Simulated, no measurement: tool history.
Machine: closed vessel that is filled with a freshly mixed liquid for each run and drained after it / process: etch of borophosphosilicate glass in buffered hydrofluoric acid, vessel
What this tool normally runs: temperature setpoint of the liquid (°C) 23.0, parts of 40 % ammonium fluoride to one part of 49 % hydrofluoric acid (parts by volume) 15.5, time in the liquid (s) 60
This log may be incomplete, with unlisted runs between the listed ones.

run   hour  temperature setpoint of the liquid (°C)  parts of 40 % ammonium fluoride to one part of 49 % hydrofluoric acid (parts by volume)  time in the liquid (s)  wafers since the last listed run  hours since the thermometer was replaced  hours since the hydrofluoric acid flow meter was replaced  hours since the gauge calibration  read-back film thickness of the borophosphosilicate glass reference wafer, read on the same gauge (nm)  thickness taken off the borophosphosilicate glass on a monitor wafer (nm)
  1    0.0                                     23.0                                                                                     15.5                      60                                 0                                    2011.3                                                      255.5                              118.5                                                                                                   99.99                                                                      80.32
  2   17.6                                     23.0                                                                                     15.5                      60                              1745                                    2028.9                                                      273.1                              136.1                                                                                                   99.95                                                                      80.41
  3   29.2                                     23.0                                                                                     19.0                      60                              1150                                    2040.5                                                      284.7                              147.7                                                                                                  100.00                                                                      65.84
  4   44.7                                     23.0                                                                                     18.0                      60                              1537                                    2056.0                                                      300.2                              163.2                                                                                                  100.01                                                                      69.25
  5   54.7                                     23.0                                                                                     18.0                      60                               991                                    2066.0                                                      310.2                              173.2                                                                                                   99.98                                                                      69.70
  6   67.3                                     23.0                                                                                     18.0                      60                              1249                                    2078.6                                                      322.8                              185.8                                                                                                  100.00                                                                      69.95
  7   88.9                                     23.0                                                                                     15.5                      60                              2142                                    2100.2                                                      344.4                              207.4                                                                                                   99.95                                                                      81.57
  8  101.2                                     23.0                                                                                     15.5                      60                              1219                                    2112.5                                                      356.7                              219.7                                                                                                  100.00                                                                      80.74
  9  114.0                                     21.0                                                                                     15.5                      60                              1269                                    2125.3                                                      369.5                              232.5                                                                                                  100.04                                                                      73.01
 10  131.8                                     21.0                                                                                     15.5                      60                              1765                                    2143.1                                                      387.3                              250.3                                                                                                   99.98                                                                      73.52
 11  142.4                                     23.0                                                                                     13.0                      60                              1051                                    2153.7                                                      397.9                              260.9                                                                                                   99.98                                                                      96.40
 12  158.3                                     23.0                                                                                     15.5                      60                              1576                                    2169.6                                                      413.8                              276.8                                                                                                   99.95                                                                      81.91
 13  170.5                                     23.0                                                                                     15.5                      60                              1209                                    2181.8                                                      426.0                              289.0                                                                                                  100.00                                                                      81.77
 14  186.2                                     23.0                                                                                     15.5                      60                              1556                                    2197.5                                                      441.7                              304.7                                                                                                   99.99                                                                      81.80
     188.6  -- gauge calibrated
     196.6  -- thermometer replaced
 15  202.8                                     26.0                                                                                     15.5                      60                              1547                                       6.2                                                      458.3                               14.2                                                                                                  100.01                                                                      85.46
 16  209.2                                     21.0                                                                                     19.0                      80                               634                                      12.6                                                      464.7                               20.6                                                                                                  100.00                                                                      70.72
 17  220.2                                     26.5                                                                                     21.5                      60                              1090                                      23.6                                                      475.7                               31.6                                                                                                   99.98                                                                      64.51
 18  237.7                                     20.0                                                                                     11.0                      60                              1735                                      41.1                                                      493.2                               49.1                                                                                                  100.01                                                                      86.92
     247.4  -- hydrofluoric acid flow meter replaced
 19  249.7                                     23.0                                                                                     15.5                      60                              1090                                      53.1                                                        2.3                               61.1                                                                                                   99.96                                                                      70.90
 20  266.6                                     23.0                                                                                     15.5                      60                              1675                                      70.0                                                       19.2                               78.0                                                                                                   99.99                                                                      70.42
 21  275.0                                     23.0                                                                                     15.5                      60                               833                                      78.4                                                       27.6                               86.4                                                                                                  100.00                                                                      71.04
 22  281.2                                     26.0                                                                                     19.0                      60                               614                                      84.6                                                       33.8                               92.6                                                                                                   99.99                                                                      68.31
 23  293.7                                     21.5                                                                                     14.0                      30                              1239                                      97.1                                                       46.3                              105.1                                                                                                   99.98                                                                      36.32

The next listed run, before its measurement:
 24  304.4                                     23.0                                                                                     19.0                      60                              1061                                     107.8                                                       57.0                              115.8                                                                                                       ?                                                                          ?

{"run 24": {"read-back film thickness of the borophosphosilicate glass reference wafer, read on the same gauge (nm)": 99.97, "thickness taken off the borophosphosilicate glass on a monitor wafer (nm)": 58.16}}
With the hidden condition absent and the run-to-run variation left alone, this run would have shown thickness taken off the borophosphosilicate glass on a monitor wafer (nm) 56.61.
